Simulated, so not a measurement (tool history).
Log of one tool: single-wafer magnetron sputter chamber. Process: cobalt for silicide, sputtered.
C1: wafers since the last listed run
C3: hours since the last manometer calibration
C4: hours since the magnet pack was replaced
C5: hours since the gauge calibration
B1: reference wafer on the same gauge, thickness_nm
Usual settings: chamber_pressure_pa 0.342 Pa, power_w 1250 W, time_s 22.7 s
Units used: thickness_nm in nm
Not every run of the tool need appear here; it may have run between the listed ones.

run 1 day=0 | chamber_pressure_pa=0.342 power_w=1350 time_s=22.7 | C1=0 wafers_on_the_sputter_target=1862 C3=1280 C4=8359.8 C5=684.4 | B1=16.303 | thickness_nm=15.779
run 2 day=1.167 | chamber_pressure_pa=0.342 power_w=1350 time_s=22.7 | C1=535 wafers_on_the_sputter_target=2398 C3=1308 C4=8387.8 C5=712.4 | B1=16.297 | thickness_nm=15.818
run 3 day=2.496 | chamber_pressure_pa=0.385 power_w=1250 time_s=22.7 | C1=610 wafers_on_the_sputter_target=3008 C3=1339.9 C4=8419.7 C5=744.3 | B1=16.303 | thickness_nm=14.99
run 4 day=3.929 | chamber_pressure_pa=0.342 power_w=1250 time_s=22.7 | C1=658 wafers_on_the_sputter_target=3667 C3=1374.3 C4=8454.1 C5=778.7 | B1=16.298 | thickness_nm=15.079
run 5 day=4.608 | chamber_pressure_pa=0.342 power_w=1250 time_s=21.1 | C1=311 wafers_on_the_sputter_target=3978 C3=1390.6 C4=8470.4 C5=795 | B1=16.299 | thickness_nm=13.979
run 6 day=5.888 | chamber_pressure_pa=0.342 power_w=1250 time_s=20.8 | C1=587 wafers_on_the_sputter_target=4566 C3=1421.3 C4=8501.1 C5=825.7 | B1=16.297 | thickness_nm=13.867
run 7 day=6.404 | chamber_pressure_pa=0.342 power_w=1250 time_s=22.7 | C1=237 wafers_on_the_sputter_target=4803 C3=1433.7 C4=8513.5 C5=838.1 | B1=16.296 | thickness_nm=15.102
run 8 day=7.879 | chamber_pressure_pa=0.342 power_w=1250 time_s=22.7 | C1=677 wafers_on_the_sputter_target=5481 C3=1469.1 C4=8548.9 C5=873.5 | B1=16.301 | thickness_nm=15.009
run 9 day=9.117 | chamber_pressure_pa=0.342 power_w=1250 time_s=22.7 | C1=568 wafers_on_the_sputter_target=6049 C3=1498.8 C4=8578.6 C5=903.2 | B1=16.302 | thickness_nm=14.959
run 10 day=10.1 | chamber_pressure_pa=0.342 power_w=1250 time_s=22.7 | C1=451 wafers_on_the_sputter_target=6501 C3=1522.4 C4=8602.2 C5=926.8 | B1=16.296 | thickness_nm=14.956
run 11 day=11.046 | chamber_pressure_pa=0.342 power_w=1250 time_s=22.7 | C1=434 wafers_on_the_sputter_target=6935 C3=1545.1 C4=8624.9 C5=949.5 | B1=16.304 | thickness_nm=14.908
run 12 day=12.071 | chamber_pressure_pa=0.342 power_w=1250 time_s=22.7 | C1=470 wafers_on_the_sputter_target=7406 C3=1569.7 C4=8649.5 C5=974.1 | B1=16.302 | thickness_nm=14.848
run 13 day=13.558 | chamber_pressure_pa=0.342 power_w=1250 time_s=22.7 | C1=683 wafers_on_the_sputter_target=8089 C3=1605.4 C4=8685.2 C5=1009.8 | B1=16.299 | thickness_nm=14.848
-- day=14.525 magnet pack replaced
run 14 day=14.546 | chamber_pressure_pa=0.342 power_w=1250 time_s=22.7 | C1=300 wafers_on_the_sputter_target=8389 C3=1629.1 C4=0.5 C5=1033.5 | B1=16.301 | thickness_nm=14.779
-- day=15.188 sputter target and shields replaced
run 15 day=15.208 | chamber_pressure_pa=0.342 power_w=1250 time_s=22.7 | C1=151 wafers_on_the_sputter_target=9 C3=1645 C4=16.4 C5=1049.4 | B1=16.294 | thickness_nm=15.206
run 16 day=16.554 | chamber_pressure_pa=0.342 power_w=1250 time_s=22.7 | C1=618 wafers_on_the_sputter_target=627 C3=1677.3 C4=48.7 C5=1081.7 | B1=16.295 | thickness_nm=15.181
run 17 day=17.6 | chamber_pressure_pa=0.342 power_w=1400 time_s=23.9 | C1=480 wafers_on_the_sputter_target=1107 C3=1702.4 C4=73.8 C5=1106.8 | B1=16.303 | thickness_nm=16.971
run 18 day=18.892 | chamber_pressure_pa=0.237 power_w=1250 time_s=25.6 | C1=593 wafers_on_the_sputter_target=1700 C3=1733.4 C4=104.8 C5=1137.8 | B1=16.296 | thickness_nm=17.62
-- day=19.012 gauge calibrated
run 19 day=20.275 | chamber_pressure_pa=0.249 power_w=1250 time_s=18.2 | C1=635 wafers_on_the_sputter_target=2336 C3=1766.6 C4=138 C5=30.3 | B1=16.305 | thickness_nm=12.532
run 20 day=21.517 | chamber_pressure_pa=0.342 power_w=1250 time_s=22.7 | C1=570 wafers_on_the_sputter_target=2906 C3=1796.4 C4=167.8 C5=60.1 | B1=16.297 | thickness_nm=15.097
run 21 day=22.958 | chamber_pressure_pa=0.412 power_w=1450 time_s=20.1 | C1=662 wafers_on_the_sputter_target=3568 C3=1831 C4=202.4 C5=94.7 | B1=16.299 | thickness_nm=14.153
run 22 day=23.958 | chamber_pressure_pa=0.216 power_w=1250 time_s=26 | C1=459 wafers_on_the_sputter_target=4027 C3=1855 C4=226.4 C5=118.7 | B1=16.302 | thickness_nm=17.959
run 23 day=25.367 | chamber_pressure_pa=0.259 power_w=1250 time_s=22.7 | C1=646 wafers_on_the_sputter_target=4674 C3=1888.8 C4=260.2 C5=152.5 | B1=16.295 | thickness_nm=15.423
run 24 day=26.279 | chamber_pressure_pa=0.234 power_w=1050 time_s=22.7 | C1=419 wafers_on_the_sputter_target=5093 C3=1910.7 C4=282.1 C5=174.4 | B1=16.301 | thickness_nm=14.202
run 25 day=27.108 | chamber_pressure_pa=0.342 power_w=1250 time_s=22.7 | C1=380 wafers_on_the_sputter_target=5474 C3=1930.6 C4=302 C5=194.3 | B1=16.3 | thickness_nm=15.027
-- day=28.3 capacitance manometer re-zeroed and calibrated
run 26 day=29.329 | chamber_pressure_pa=0.277 power_w=1350 time_s=22.7 | C1=866 wafers_on_the_sputter_target=6341 C3=24.7 C4=355.3 C5=247.6 | B1=16.297 | thickness_nm=15.874
run 27 day=30.1 | chamber_pressure_pa=0.342 power_w=1500 time_s=25.6 | C1=354 wafers_on_the_sputter_target=6695 C3=43.2 C4=373.8 C5=266.1 | B1=16.3 | thickness_nm=18.607
run 28 day=31.417 | chamber_pressure_pa=0.385 power_w=1250 time_s=22.7 | C1=604 wafers_on_the_sputter_target=7300 C3=74.8 C4=405.4 C5=297.7 | B1=16.305 | thickness_nm=14.67
run 29 day=32.817 | chamber_pressure_pa=0.342 power_w=1150 time_s=22.7 | C1=642 wafers_on_the_sputter_target=7943 C3=108.4 C4=439 C5=331.3 | B1=16.299 | thickness_nm=14.197
run 30 day=33.667 | chamber_pressure_pa=0.405 power_w=1000 time_s=26.4 | C1=390 wafers_on_the_sputter_target=8333 C3=128.8 C4=459.4 C5=351.7 | B1=16.301 | thickness_nm=15.028
run 31 day=34.296 | chamber_pressure_pa=0.342 power_w=1100 time_s=21.3 | C1=288 wafers_on_the_sputter_target=8622 C3=143.9 C4=474.5 C5=366.8 | B1=16.305 | thickness_nm=12.937
run 32 day=35.288 | chamber_pressure_pa=0.234 power_w=1000 time_s=25.8 | C1=455 wafers_on_the_sputter_target=9077 C3=167.7 C4=498.3 C5=390.6 | B1=16.303 | thickness_nm=15.384
-- day=35.958 sputter target and shields replaced
run 33 day=36.508 | chamber_pressure_pa=0.342 power_w=1500 time_s=21.5 | C1=407 wafers_on_the_sputter_target=252 C3=197 C4=527.6 C5=419.9 | B1=16.295 | thickness_nm=15.854
run 34 day=37.783 | chamber_pressure_pa=0.342 power_w=1250 time_s=22.7 | C1=585 wafers_on_the_sputter_target=837 C3=227.6 C4=558.2 C5=450.5 | B1=16.303 | thickness_nm=15.226
run 35 day=38.783 | chamber_pressure_pa=0.342 power_w=1250 time_s=22.7 | C1=459 wafers_on_the_sputter_target=1297 C3=251.6 C4=582.2 C5=474.5 | B1=16.295 | thickness_nm=15.151

Run-by-run hidden state of the tool:
true argon pressure above the setpoint (%): 0 in every run
gauge reads high (%): 0 in every run
H1: deposition rate above that of a new target (%)
run=1 H1=-0.288
run=2 H1=-0.376
run=3 H1=-0.503
run=4 H1=-0.673
run=5 H1=-0.765
run=6 H1=-0.958
run=7 H1=-1.04
run=8 H1=-1.31
run=9 H1=-1.57
run=10 H1=-1.78
run=11 H1=-2.01
run=12 H1=-2.27
run=13 H1=-2.68
run=14 H1=-2.97
run=15 H1=-0.272
run=16 H1=-0.287
run=17 H1=-0.319
run=18 H1=-0.384
run=19 H1=-0.483
run=20 H1=-0.598
run=21 H1=-0.763
run=22 H1=-0.898
run=23 H1=-1.12
run=24 H1=-1.27
run=25 H1=-1.43
run=26 H1=-1.9
run=27 H1=-2.08
run=28 H1=-2.42
run=29 H1=-2.8
run=30 H1=-3.05
run=31 H1=-3.24
run=32 H1=-3.56
run=33 H1=-0.234
run=34 H1=-0.258
run=35 H1=-0.296
